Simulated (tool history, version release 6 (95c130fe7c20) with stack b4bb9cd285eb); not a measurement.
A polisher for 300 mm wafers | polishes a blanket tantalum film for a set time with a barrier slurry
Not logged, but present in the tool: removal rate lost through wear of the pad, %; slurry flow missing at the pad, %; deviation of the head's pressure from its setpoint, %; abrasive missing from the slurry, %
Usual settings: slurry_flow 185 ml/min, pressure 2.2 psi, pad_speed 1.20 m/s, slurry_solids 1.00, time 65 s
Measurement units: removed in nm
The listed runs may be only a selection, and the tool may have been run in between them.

| run | day | slurry_flow | pressure | pad_speed | slurry_solids | time | wafers since the last listed run | wafers polished on this pad | hours since the slurry nozzle was cleaned | hours since the head pressure was calibrated | hours since the slurry blender was calibrated | incoming thickness of the incoming film, nm | removed |
|---|---|---|---|---|---|---|---|---|---|---|---|---|---|
| 1 | 0.000 | 185 | 2.2 | 1.20 | 1.00 | 65 | 0 | 641 | 459.0 | 296.1 | 168.8 | 406.2 | 118.7 |
|  | 0.700 | worn pad replaced by a new one |
| 2 | 0.721 | 185 | 2.2 | 1.20 | 1.00 | 65 | 99 | 3 | 476.3 | 313.4 | 186.1 | 404.7 | 122.9 |
| 3 | 0.917 | 185 | 2.2 | 1.20 | 1.00 | 65 | 35 | 38 | 481.0 | 318.1 | 190.8 | 407.5 | 122.3 |
| 4 | 1.188 | 185 | 2.2 | 1.20 | 1.00 | 65 | 48 | 87 | 487.5 | 324.6 | 197.3 | 403.2 | 121.2 |
| 5 | 1.700 | 185 | 2.2 | 1.20 | 1.20 | 65 | 92 | 179 | 499.8 | 336.9 | 209.6 | 413.6 | 125.0 |
|  | 2.067 | slurry blender recalibrated |
| 6 | 2.308 | 185 | 2.2 | 1.20 | 1.20 | 65 | 94 | 274 | 514.4 | 351.5 | 5.8 | 401.7 | 123.4 |
|  | 2.592 | slurry nozzle cleaned |
| 7 | 2.804 | 185 | 2.2 | 1.20 | 1.20 | 65 | 81 | 355 | 5.1 | 363.4 | 17.7 | 409.4 | 130.2 |
| 8 | 3.492 | 125 | 2.2 | 1.20 | 1.00 | 65 | 123 | 479 | 21.6 | 379.9 | 34.2 | 407.7 | 120.0 |
| 9 | 4.108 | 185 | 2.2 | 1.20 | 1.00 | 65 | 110 | 590 | 36.4 | 394.7 | 49.0 | 408.8 | 122.7 |
| 10 | 4.771 | 185 | 2.4 | 1.20 | 1.00 | 65 | 119 | 709 | 52.3 | 410.6 | 64.9 | 411.8 | 132.7 |
| 11 | 5.262 | 185 | 2.2 | 1.20 | 1.00 | 65 | 88 | 797 | 64.1 | 422.4 | 76.7 | 415.5 | 123.9 |
|  | 5.954 | worn pad replaced by a new one |
| 12 | 6.858 | 225 | 2.9 | 1.20 | 1.00 | 65 | 256 | 162 | 102.4 | 460.7 | 115.0 | 410.8 | 166.7 |
| 13 | 7.146 | 185 | 2.2 | 1.20 | 0.85 | 45 | 51 | 214 | 109.3 | 467.6 | 121.9 | 416.7 | 82.2 |
| 14 | 7.400 | 185 | 2.2 | 1.20 | 1.00 | 65 | 45 | 260 | 115.4 | 473.7 | 128.0 | 410.2 | 122.6 |
| 15 | 7.821 | 230 | 2.6 | 1.20 | 1.00 | 65 | 75 | 335 | 125.5 | 483.8 | 138.1 | 409.2 | 147.8 |
| 16 | 8.438 | 155 | 1.5 | 1.06 | 1.00 | 45 | 110 | 446 | 140.3 | 498.6 | 152.9 | 410.1 | 51.2 |
| 17 | 9.100 | 185 | 2.2 | 1.20 | 1.00 | 65 | 119 | 565 | 156.2 | 514.5 | 168.8 | 414.1 | 120.5 |
|  | 9.508 | head pressure recalibrated |
| 18 | 9.721 | 185 | 2.2 | 1.20 | 1.00 | 65 | 96 | 662 | 171.1 | 5.1 | 183.7 | 409.8 | 122.0 |
|  | 9.842 | slurry blender recalibrated |
|  | 10.267 | worn pad replaced by a new one |
| 19 | 11.683 | 185 | 2.2 | 1.52 | 1.00 | 65 | 307 | 254 | 218.2 | 52.2 | 44.2 | 417.9 | 149.9 |
| 20 | 12.350 | 185 | 2.2 | 1.20 | 1.00 | 65 | 119 | 374 | 234.2 | 68.2 | 60.2 | 408.7 | 121.7 |
| 21 | 12.938 | 185 | 2.2 | 1.20 | 1.00 | 75 | 105 | 479 | 248.3 | 82.3 | 74.3 | 406.5 | 139.0 |
| 22 | 13.288 | 185 | 2.2 | 1.20 | 0.80 | 65 | 62 | 542 | 256.7 | 90.7 | 82.7 | 410.9 | 114.9 |
| 23 | 13.829 | 250 | 2.2 | 1.20 | 1.00 | 58 | 97 | 640 | 269.7 | 103.7 | 95.7 | 412.9 | 110.9 |
| 24 | 14.312 | 250 | 2.2 | 1.20 | 1.00 | 65 | 86 | 726 | 281.3 | 115.3 | 107.3 | 409.1 | 122.6 |
|  | 14.900 | worn pad replaced by a new one |
| 25 | 14.921 | 185 | 2.2 | 1.20 | 1.00 | 65 | 79 | 3 | 295.9 | 129.9 | 121.9 | 413.6 | 124.7 |
| 26 | 15.529 | 130 | 1.8 | 0.82 | 1.10 | 65 | 109 | 112 | 310.5 | 144.5 | 136.5 | 411.7 | 72.4 |
| 27 | 15.896 | 185 | 2.0 | 1.20 | 1.00 | 65 | 65 | 178 | 319.3 | 153.3 | 145.3 | 407.5 | 110.0 |
| 28 | 16.562 | 185 | 2.2 | 1.20 | 1.00 | 65 | 119 | 298 | 335.3 | 169.3 | 161.3 | 405.8 | 119.9 |
| 29 | 17.179 | 185 | 2.2 | 1.20 | 1.15 | 65 | 110 | 409 | 350.1 | 184.1 | 176.1 | 402.6 | 123.4 |

Across each entry between runs, compare the hidden state at the last listed run before it with the hidden state at the first listed run after it:
After run 1, before run 2: worn pad replaced by a new one (day 0.700)
  removal rate lost through wear of the pad, %: 3.5 -> 0.132; slurry flow missing at the pad, %: 30.9 -> 32
  the result without the hidden state subtracted from the measured one, removed: -8.6 -> -4.7 nm
After run 5, before run 6: slurry blender recalibrated (day 2.067)
  removal rate lost through wear of the pad, %: 1.78 -> 2.41; slurry flow missing at the pad, %: 33.5 -> 34.5
  the result without the hidden state subtracted from the measured one, removed: -7.2 -> -8.1 nm
After run 6, before run 7: slurry nozzle cleaned (day 2.592)
  removal rate lost through wear of the pad, %: 2.41 -> 2.78; slurry flow missing at the pad, %: 34.5 -> 1.37
  the result without the hidden state subtracted from the measured one, removed: -8.1 -> -3.9 nm
After run 11, before run 12: worn pad replaced by a new one (day 5.954)
  removal rate lost through wear of the pad, %: 3.6 -> 2.09; slurry flow missing at the pad, %: 5.25 -> 7.77
  the result without the hidden state subtracted from the measured one, removed: -5.2 -> -4.7 nm
After run 17, before run 18: head pressure recalibrated (day 9.508)
  removal rate lost through wear of the pad, %: 3.69 -> 3.87; slurry flow missing at the pad, %: 11.3 -> 12.3
  the result without the hidden state subtracted from the measured one, removed: -6.0 -> -6.4 nm
After run 18, before run 19: slurry blender recalibrated (day 9.842); worn pad replaced by a new one (day 10.267)
  removal rate lost through wear of the pad, %: 3.87 -> 2.64; slurry flow missing at the pad, %: 12.3 -> 15.4
  the result without the hidden state subtracted from the measured one, removed: -6.4 -> -6.4 nm
After run 24, before run 25: worn pad replaced by a new one (day 14.900)
  removal rate lost through wear of the pad, %: 3.91 -> 0.548; slurry flow missing at the pad, %: 19.5 -> 20.5
  the result without the hidden state subtracted from the measured one, removed: -7.1 -> -3.3 nm
